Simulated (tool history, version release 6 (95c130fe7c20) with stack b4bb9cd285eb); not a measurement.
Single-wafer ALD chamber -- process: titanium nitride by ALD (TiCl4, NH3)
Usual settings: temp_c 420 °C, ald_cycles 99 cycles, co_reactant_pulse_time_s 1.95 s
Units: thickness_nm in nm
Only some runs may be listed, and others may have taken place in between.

run	hour	temp_c	ald_cycles	co_reactant_pulse_time_s	read-back reference wafer on the same gauge, thickness_nm	thickness_nm
1	0	426	99	1.78	1.942	2.347
# hour 12.6: gauge calibrated
2	49.5	420	99	1.95	1.964	2.364
3	157.1	420	99	1.95	1.949	2.356
4	198.7	420	99	1.95	1.946	2.349
5	232.3	420	99	1.95	1.944	2.338
6	296.6	420	99	1.95	1.941	2.347
7	353.2	420	90	2.52	1.939	2.142
# hour 366.4: thermocouple changed; heater temperature recalibrated
# hour 378: showerhead replaced
8	385.7	426	112	1.66	1.938	2.641
9	443.7	420	99	1.95	1.937	2.337
# hour 454.5: gauge calibrated
10	505.6	426	112	1.66	1.966	2.673
11	561.8	434	82	2.19	1.958	1.968
12	613.5	408	105	1.95	1.952	2.484
13	650.7	410	99	1.95	1.95	2.342
14	713	420	88	1.95	1.946	2.085
15	784.7	407	99	1.95	1.945	2.338

Here are 5 independent what-if runs from the current tool condition. What would each one return?
A	785.3	420	99	1.6	?	?
B	785.3	410	87	1.95	?	?
C	785.3	420	117	1.95	?	?
D	785.3	429	119	1.95	?	?
E	785.3	420	99	2.2	?	?

run	read-back reference wafer on the same gauge, thickness_nm	thickness_nm
A	1.945	2.331
B	1.945	2.055
C	1.945	2.774
D	1.945	2.826
E	1.945	2.355
Stripped of hidden state, with their random variation kept, the same runs would have yielded:
run	thickness_nm
A	2.374
B	2.093
C	2.825
D	2.879
E	2.399
